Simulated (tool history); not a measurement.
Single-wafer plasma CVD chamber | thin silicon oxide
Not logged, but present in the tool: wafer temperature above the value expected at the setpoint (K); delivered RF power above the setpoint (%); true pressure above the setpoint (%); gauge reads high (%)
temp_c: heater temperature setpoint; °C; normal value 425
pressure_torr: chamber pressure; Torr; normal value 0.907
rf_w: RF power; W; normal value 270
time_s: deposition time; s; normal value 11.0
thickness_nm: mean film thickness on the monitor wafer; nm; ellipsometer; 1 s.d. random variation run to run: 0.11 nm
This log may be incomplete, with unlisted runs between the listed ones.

run   hour  temp_c  pressure_torr  rf_w  time_s  wafers since the last listed run  hours since the last thermocouple change  hours since the last RF generator calibration  hours since the last manometer calibration  hours since the showerhead was replaced  hours since the gauge calibration  read-back reference wafer on the same gauge, thickness_nm  thickness_nm
  1    0.0     421          0.907   270    11.0                                 0                                    1699.8                                          858.2                                       810.6                                   6210.6                              144.0                                                     18.006        20.174
  2   28.6     425          1.071   305    11.0                               731                                    1728.4                                          886.8                                       839.2                                   6239.2                              172.6                                                     18.039        24.497
  3   48.7     425          1.071   305    11.0                               513                                    1748.5                                          906.9                                       859.3                                   6259.3                              192.7                                                     18.021        24.219
  4   64.4     425          0.825   270    12.8                               401                                    1764.2                                          922.6                                       875.0                                   6275.0                              208.4                                                     17.999        21.218
      75.8  -- thermocouple changed; heater temperature recalibrated
  5  110.6     425          0.825   270    12.8                               976                                      34.8                                          968.8                                       921.2                                   6321.2                              254.6                                                     17.996        20.980
  6  124.2     425          0.825   270    12.8                               347                                      48.4                                          982.4                                       934.8                                   6334.8                              268.2                                                     17.993        20.996
  7  136.7     425          0.907   270    11.0                               319                                      60.9                                          994.9                                       947.3                                   6347.3                              280.7                                                     17.975        19.911
     175.5  -- capacitance manometer re-zeroed and calibrated
  8  176.0     425          0.907   270    11.0                               800                                     100.2                                         1034.2                                         0.5                                   6386.6                              320.0                                                     18.026        20.344
  9  183.2     425          0.907   270    11.0                               184                                     107.4                                         1041.4                                         7.7                                   6393.8                              327.2                                                     18.006        20.211
 10  210.2     425          0.907   270    11.0                               690                                     134.4                                         1068.4                                        34.7                                   6420.8                              354.2                                                     17.955        20.336
 11  226.5     425          0.907   270    11.0                               416                                     150.7                                         1084.7                                        51.0                                   6437.1                              370.5                                                     17.986        20.201
     245.8  -- showerhead replaced
 12  251.5     425          0.753   300    11.0                               434                                     175.7                                         1109.7                                        76.0                                      5.7                              395.5                                                     17.983        17.379
 13  268.1     419          0.761   230     9.4                               424                                     192.3                                         1126.3                                        92.6                                     22.3                              412.1                                                     18.015        13.490
 14  290.0     425          0.738   270    11.0                               559                                     214.2                                         1148.2                                       114.5                                     44.2                              434.0                                                     18.018        16.134
 15  322.5     425          0.907   270    12.7                               830                                     246.7                                         1180.7                                       147.0                                     76.7                              466.5                                                     18.005        23.296
 16  353.1     415          0.700   285    12.7                               782                                     277.3                                         1211.3                                       177.6                                    107.3                              497.1                                                     17.976        17.891
     365.7  -- RF generator calibrated
 17  381.1     434          0.907   215    12.2                               511                                     305.3                                           15.4                                       205.6                                    135.3                              525.1                                                     18.020        20.712
     407.8  -- gauge calibrated
 18  415.3     425          1.071   305    11.0                               874                                     339.5                                           49.6                                       239.8                                    169.5                                7.5                                                     17.957        24.923
 19  439.2     425          0.680   270    12.6                               610                                     363.4                                           73.5                                       263.7                                    193.4                               31.4                                                     18.059        17.166
 20  456.3     425          0.907   240    11.0                               437                                     380.5                                           90.6                                       280.8                                    210.5                               48.5                                                     17.957        19.553
 21  468.6     425          0.907   300    11.0                               314                                     392.8                                          102.9                                       293.1                                    222.8                               60.8                                                     17.961        21.694
 22  483.8     425          0.907   270     9.7                               388                                     408.0                                          118.1                                       308.3                                    238.0                               76.0                                                     17.967        18.454
 23  518.8     412          0.907   270    11.0                               894                                     443.0                                          153.1                                       343.3                                    273.0                              111.0                                                     18.027        20.937
 24  547.5     415          0.907   270    11.0                               733                                     471.7                                          181.8                                       372.0                                    301.7                              139.7                                                     17.988        20.852
 25  581.0     425          0.738   270    11.0                               856                                     505.2                                          215.3                                       405.5                                    335.2                              173.2                                                     18.047        16.538
 26  616.4     425          0.907   220     9.7                               904                                     540.6                                          250.7                                       440.9                                    370.6                              208.6                                                     17.981        16.698
 27  634.2     425          0.907   270    11.0                               455                                     558.4                                          268.5                                       458.7                                    388.4                              226.4                                                     17.975        20.637
 28  651.0     425          0.907   270    11.0                               429                                     575.2                                          285.3                                       475.5                                    405.2                              243.2                                                     18.013        20.685
 29  665.7     425          0.907   270    11.0                               375                                     589.9                                          300.0                                       490.2                                    419.9                              257.9                                                     18.021        20.712

Branching from run 29: 4 alternative next runs. What would each branch give?
  A  666.1     425          0.712   270    11.0                                10                                     590.3                                          300.4                                       490.6                                    420.3                              258.3                                                          ?             ?
  B  666.1     425          0.907   320    12.7                                10                                     590.3                                          300.4                                       490.6                                    420.3                              258.3                                                          ?             ?
  C  666.1     438          0.907   315     9.6                                10                                     590.3                                          300.4                                       490.6                                    420.3                              258.3                                                          ?             ?
  D  666.1     425          0.907   270    10.2                                10                                     590.3                                          300.4                                       490.6                                    420.3                              258.3                                                          ?             ?

run  read-back reference wafer on the same gauge, thickness_nm  thickness_nm
  A                                                     17.983        15.775
  B                                                     17.983        25.456
  C                                                     17.983        18.965
  D                                                     17.983        19.153
With the hidden condition removed and each run's random variation left untouched, the same runs would have given:
run  thickness_nm
  A        16.037
  B        25.803
  C        19.223
  D        19.423
